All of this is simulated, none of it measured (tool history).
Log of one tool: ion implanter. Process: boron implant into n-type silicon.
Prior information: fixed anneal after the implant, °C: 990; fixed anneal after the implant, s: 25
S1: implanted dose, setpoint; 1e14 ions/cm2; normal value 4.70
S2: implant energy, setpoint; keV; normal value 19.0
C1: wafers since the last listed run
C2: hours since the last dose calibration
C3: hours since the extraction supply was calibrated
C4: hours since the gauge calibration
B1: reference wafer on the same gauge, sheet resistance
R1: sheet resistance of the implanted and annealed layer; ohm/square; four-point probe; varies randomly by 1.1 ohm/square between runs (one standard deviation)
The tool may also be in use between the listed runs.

Run 1, hour 0.0: usual settings; C1 0; C2 916.8; C3 4936.7; C4 498.8; B1 252.83. Result: R1 223.74 ohm/square.
Run 2, hour 62.0: usual settings; C1 855; C2 978.8; C3 4998.7; C4 560.8; B1 252.08. Result: R1 223.88 ohm/square.
Run 3, hour 235.5: usual settings; C1 2393; C2 1152.3; C3 5172.2; C4 734.3; B1 251.35. Result: R1 222.37 ohm/square.
At hour 330.7: Faraday cup replaced and dose calibrated.
Run 4, hour 361.9: usual settings but S1 5.77 1e14 ions/cm2, S2 15.5 keV; C1 1633; C2 31.2; C3 5298.6; C4 860.7; B1 250.58. Result: R1 190.16 ohm/square.
Run 5, hour 425.4: usual settings but S1 5.77 1e14 ions/cm2, S2 15.5 keV; C1 876; C2 94.7; C3 5362.1; C4 924.2; B1 250.25. Result: R1 190.35 ohm/square.
Run 6, hour 466.3: usual settings but S1 5.77 1e14 ions/cm2, S2 15.5 keV; C1 564; C2 135.6; C3 5403.0; C4 965.1; B1 250.26. Result: R1 188.50 ohm/square.
Run 7, hour 522.9: usual settings; C1 780; C2 192.2; C3 5459.6; C4 1021.7; B1 250.33. Result: R1 222.03 ohm/square.
Run 8, hour 620.6: usual settings; C1 1347; C2 289.9; C3 5557.3; C4 1119.4; B1 250.06. Result: R1 219.47 ohm/square.
Run 9, hour 717.9: usual settings; C1 1342; C2 387.2; C3 5654.6; C4 1216.7; B1 249.61. Result: R1 219.18 ohm/square.
Run 10, hour 818.7: usual settings; C1 1390; C2 488.0; C3 5755.4; C4 1317.5; B1 249.69. Result: R1 220.66 ohm/square.
Run 11, hour 865.8: usual settings; C1 649; C2 535.1; C3 5802.5; C4 1364.6; B1 249.55. Result: R1 221.66 ohm/square.
At hour 867.4: gauge calibrated.
Run 12, hour 945.5: usual settings; C1 1099; C2 614.8; C3 5882.2; C4 78.1; B1 260.24. Result: R1 230.52 ohm/square.
Run 13, hour 1026.0: usual settings; C1 1110; C2 695.3; C3 5962.7; C4 158.6; B1 258.66. Result: R1 227.71 ohm/square.
Run 14, hour 1114.7: usual settings but S1 3.86 1e14 ions/cm2, S2 22.5 keV; C1 1223; C2 784.0; C3 6051.4; C4 247.3; B1 256.64. Result: R1 262.14 ohm/square.
Run 15, hour 1217.7: usual settings; C1 1420; C2 887.0; C3 6154.4; C4 350.3; B1 255.16. Result: R1 224.69 ohm/square.
At hour 1286.3: extraction supply calibrated.
Run 16, hour 1286.7: usual settings but S1 3.43 1e14 ions/cm2, S2 22.0 keV; C1 841; C2 956.0; C3 0.4; C4 419.3; B1 254.76. Result: R1 285.11 ohm/square.
Run 17, hour 1340.5: usual settings; C1 742; C2 1009.8; C3 54.2; C4 473.1; B1 253.83. Result: R1 223.17 ohm/square.
Run 18, hour 1392.8: usual settings but S1 3.74 1e14 ions/cm2, S2 17.0 keV; C1 721; C2 1062.1; C3 106.5; C4 525.4; B1 253.33. Result: R1 271.92 ohm/square.
At hour 1440.6: Faraday cup replaced and dose calibrated.
Run 19, hour 1490.9: usual settings but S1 5.52 1e14 ions/cm2, S2 21.5 keV; C1 1243; C2 50.3; C3 204.6; C4 623.5; B1 252.56. Result: R1 193.36 ohm/square.
Run 20, hour 1564.6: usual settings but S1 5.79 1e14 ions/cm2, S2 16.5 keV; C1 1016; C2 124.0; C3 278.3; C4 697.2; B1 252.05. Result: R1 190.54 ohm/square.
Run 21, hour 1619.6: usual settings but S1 5.31 1e14 ions/cm2, S2 15.5 keV; C1 758; C2 179.0; C3 333.3; C4 752.2; B1 251.84. Result: R1 205.58 ohm/square.
Run 22, hour 1703.7: usual settings but S1 3.86 1e14 ions/cm2, S2 21.0 keV; C1 1160; C2 263.1; C3 417.4; C4 836.3; B1 251.37. Result: R1 259.64 ohm/square.

Run 23 is up next; what results do you expect?
Run 23, hour 1778.3: usual settings; C1 1029; C2 337.7; C3 492.0; C4 910.9; B1 ?. Result: R1 ?.

{"run 23": {"B1": 251.38, "R1": 223.84}}
Were there no unlogged condition in the tool, this run, its random variation unchanged, would have produced R1 231.63 ohm/square.
